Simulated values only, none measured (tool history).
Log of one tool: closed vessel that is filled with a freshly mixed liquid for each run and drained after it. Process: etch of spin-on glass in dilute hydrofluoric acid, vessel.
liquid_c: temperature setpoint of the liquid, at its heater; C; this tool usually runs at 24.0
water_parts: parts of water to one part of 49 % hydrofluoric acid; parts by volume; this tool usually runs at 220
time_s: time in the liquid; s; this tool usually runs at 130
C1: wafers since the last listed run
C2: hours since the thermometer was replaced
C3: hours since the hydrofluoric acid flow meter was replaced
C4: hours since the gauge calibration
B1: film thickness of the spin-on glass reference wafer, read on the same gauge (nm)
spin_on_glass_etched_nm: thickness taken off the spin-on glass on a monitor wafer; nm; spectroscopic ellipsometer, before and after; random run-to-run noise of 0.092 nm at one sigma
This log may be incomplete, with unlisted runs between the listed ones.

Run 1, hour 0.0: usual settings; C1 0; C2 522.7; C3 730.1; C4 428.3; B1 50.00. Result: spin_on_glass_etched_nm 14.43 nm.
Run 2, hour 37.8: usual settings; C1 2896; C2 560.5; C3 767.9; C4 466.1; B1 50.01. Result: spin_on_glass_etched_nm 14.10 nm.
Run 3, hour 103.4: usual settings; C1 5026; C2 626.1; C3 833.5; C4 531.7; B1 50.00. Result: spin_on_glass_etched_nm 14.43 nm.
Run 4, hour 173.8: usual settings but water_parts 170 parts by volume; C1 5394; C2 696.5; C3 903.9; C4 602.1; B1 50.00. Result: spin_on_glass_etched_nm 19.79 nm.
Run 5, hour 241.1: usual settings but water_parts 170 parts by volume; C1 5157; C2 763.8; C3 971.2; C4 669.4; B1 50.00. Result: spin_on_glass_etched_nm 19.93 nm.
Run 6, hour 289.7: usual settings; C1 3724; C2 812.4; C3 1019.8; C4 718.0; B1 49.99. Result: spin_on_glass_etched_nm 14.57 nm.
At hour 325.6: hydrofluoric acid flow meter replaced.
Run 7, hour 332.1: usual settings; C1 3172; C2 854.8; C3 6.5; C4 760.4; B1 49.99. Result: spin_on_glass_etched_nm 14.77 nm.
Run 8, hour 371.6: usual settings but water_parts 255 parts by volume; C1 3026; C2 894.3; C3 46.0; C4 799.9; B1 49.99. Result: spin_on_glass_etched_nm 12.23 nm.
Run 9, hour 419.4: usual settings but time_s 160 s; C1 3662; C2 942.1; C3 93.8; C4 847.7; B1 50.01. Result: spin_on_glass_etched_nm 18.13 nm.
Run 10, hour 463.5: usual settings but time_s 180 s; C1 3379; C2 986.2; C3 137.9; C4 891.8; B1 50.00. Result: spin_on_glass_etched_nm 20.52 nm.
At hour 496.6: thermometer replaced.
Run 11, hour 500.7: usual settings but liquid_c 25.5 C, water_parts 180 parts by volume, time_s 60 s; C1 2773; C2 4.1; C3 175.1; C4 929.0; B1 50.02. Result: spin_on_glass_etched_nm 8.36 nm.
At hour 509.1: gauge calibrated.
Run 12, hour 529.3: usual settings; C1 2191; C2 32.7; C3 203.7; C4 20.2; B1 50.00. Result: spin_on_glass_etched_nm 13.60 nm.
Run 13, hour 576.5: usual settings; C1 3616; C2 79.9; C3 250.9; C4 67.4; B1 50.03. Result: spin_on_glass_etched_nm 13.62 nm.
Run 14, hour 674.3: usual settings but time_s 90 s; C1 7494; C2 177.7; C3 348.7; C4 165.2; B1 49.97. Result: spin_on_glass_etched_nm 9.49 nm.
Run 15, hour 858.5: usual settings but liquid_c 20.0 C, water_parts 260 parts by volume, time_s 205 s; C1 14114; C2 361.9; C3 532.9; C4 349.4; B1 50.02. Result: spin_on_glass_etched_nm 15.73 nm.
Run 16, hour 893.1: usual settings but water_parts 300 parts by volume, time_s 205 s; C1 2651; C2 396.5; C3 567.5; C4 384.0; B1 49.99. Result: spin_on_glass_etched_nm 15.06 nm.
Run 17, hour 933.7: usual settings but liquid_c 27.0 C, water_parts 125 parts by volume, time_s 60 s; C1 3111; C2 437.1; C3 608.1; C4 424.6; B1 49.99. Result: spin_on_glass_etched_nm 14.34 nm.

What if the next run were any one of these 3? Each begins from the tool's condition after run 17:
Run A, hour 934.4: usual settings but liquid_c 20.0 C; C1 53; C2 437.8; C3 608.8; C4 425.3; B1 ?. Result: spin_on_glass_etched_nm ?.
Run B, hour 934.4: usual settings but water_parts 160 parts by volume; C1 53; C2 437.8; C3 608.8; C4 425.3; B1 ?. Result: spin_on_glass_etched_nm ?.
Run C, hour 934.4: usual settings but water_parts 300 parts by volume; C1 53; C2 437.8; C3 608.8; C4 425.3; B1 ?. Result: spin_on_glass_etched_nm ?.

run     B1  spin_on_glass_etched_nm
  A  50.00                    12.19
  B  50.00                    20.77
  C  50.00                     9.54
Had the tool no hidden state, the same runs would have come out as:
run  spin_on_glass_etched_nm
  A                    11.72
  B                    19.96
  C                     9.20
